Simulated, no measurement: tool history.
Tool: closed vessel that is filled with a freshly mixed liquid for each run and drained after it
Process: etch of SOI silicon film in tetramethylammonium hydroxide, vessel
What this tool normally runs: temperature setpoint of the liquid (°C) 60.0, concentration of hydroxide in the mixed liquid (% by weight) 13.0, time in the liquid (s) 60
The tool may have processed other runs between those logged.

run	hour	temperature setpoint of the liquid (°C)	concentration of hydroxide in the mixed liquid (% by weight)	time in the liquid (s)	wafers since the last listed run	hours since the thermometer was replaced	hours since the hydroxide flow meter was replaced	hours since the gauge calibration	read-back film thickness of the SOI silicon film reference wafer, read on the same gauge (nm)	thickness taken off the SOI silicon film on a monitor wafer (angstrom)
1	0.0	60.0	13.0	60	0	1275.4	144.7	145.7	90.04	2395.0
2	27.1	60.0	13.0	60	2332	1302.5	171.8	172.8	90.00	2358.4
3	57.3	60.0	13.0	60	2599	1332.7	202.0	203.0	90.01	2383.6
4	79.1	60.0	13.0	60	1876	1354.5	223.8	224.8	90.07	2400.0
5	100.0	60.0	13.0	60	1799	1375.4	244.7	245.7	89.97	2380.8
6	112.9	60.0	13.0	60	1110	1388.3	257.6	258.6	90.01	2412.1
7	131.1	55.0	13.0	60	1566	1406.5	275.8	276.8	90.01	1758.2
8	164.6	55.0	13.0	60	2883	1440.0	309.3	310.3	90.02	1749.6
9	192.4	55.0	13.0	60	2392	1467.8	337.1	338.1	89.98	1757.2
10	209.5	60.0	13.0	60	1471	1484.9	354.2	355.2	90.01	2429.3
11	236.3	60.0	13.0	60	2306	1511.7	381.0	382.0	90.04	2437.4
12	258.2	60.0	13.0	60	1885	1533.6	402.9	403.9	90.05	2419.9
13	271.6	60.0	13.0	60	1153	1547.0	416.3	417.3	89.95	2465.3
14	297.5	60.0	13.0	60	2229	1572.9	442.2	443.2	89.98	2450.4
15	319.9	60.0	13.0	60	1928	1595.3	464.6	465.6	90.01	2443.8
16	410.4	52.5	14.5	30	7790	1685.8	555.1	556.1	89.99	728.1
# hour 418.0: hydroxide flow meter replaced
17	425.7	55.5	16.0	35	1230	1701.1	7.7	571.4	89.99	937.9
# hour 445.4: gauge calibrated
18	508.7	60.0	13.0	60	7144	1784.1	90.7	63.3	89.98	2370.8
19	529.2	60.0	13.0	60	1764	1804.6	111.2	83.8	89.96	2371.2
20	549.8	54.5	11.5	70	1773	1825.2	131.8	104.4	89.98	2053.0
21	583.7	63.5	13.0	30	2918	1859.1	165.7	138.3	89.98	1486.1
22	618.7	60.0	13.0	80	3012	1894.1	200.7	173.3	89.97	3215.4
# hour 621.7: thermometer replaced
23	642.6	60.0	13.0	60	1971	20.9	224.6	197.2	90.01	2420.5
24	676.8	56.0	12.0	60	2943	55.1	258.8	231.4	89.96	1917.2
25	708.1	65.0	13.0	50	2694	86.4	290.1	262.7	90.01	2708.7
26	723.1	63.0	11.5	40	1291	101.4	305.1	277.7	89.98	2049.3
27	755.2	60.0	15.5	75	2763	133.5	337.2	309.8	89.93	2810.7
28	788.6	55.0	13.0	60	2874	166.9	370.6	343.2	89.98	1787.2
29	808.3	60.0	13.0	60	1695	186.6	390.3	362.9	90.01	2456.8

4 options for the next run, each taken on its own from the tool as it stands now. Forecast them:
A	809.0	60.0	10.0	60	60	187.3	391.0	363.6	?	?
B	809.0	60.0	16.5	85	60	187.3	391.0	363.6	?	?
C	809.0	60.0	13.0	45	60	187.3	391.0	363.6	?	?
D	809.0	53.5	13.0	60	60	187.3	391.0	363.6	?	?

run	read-back film thickness of the SOI silicon film reference wafer, read on the same gauge (nm)	thickness taken off the SOI silicon film on a monitor wafer (angstrom)
A	90.02	2718.8
B	90.02	3131.7
C	90.02	1851.5
D	90.02	1628.8
Without the tool's unlogged condition, the same runs would have read:
run	thickness taken off the SOI silicon film on a monitor wafer (angstrom)
A	2602.5
B	3004.6
C	1766.3
D	1553.8

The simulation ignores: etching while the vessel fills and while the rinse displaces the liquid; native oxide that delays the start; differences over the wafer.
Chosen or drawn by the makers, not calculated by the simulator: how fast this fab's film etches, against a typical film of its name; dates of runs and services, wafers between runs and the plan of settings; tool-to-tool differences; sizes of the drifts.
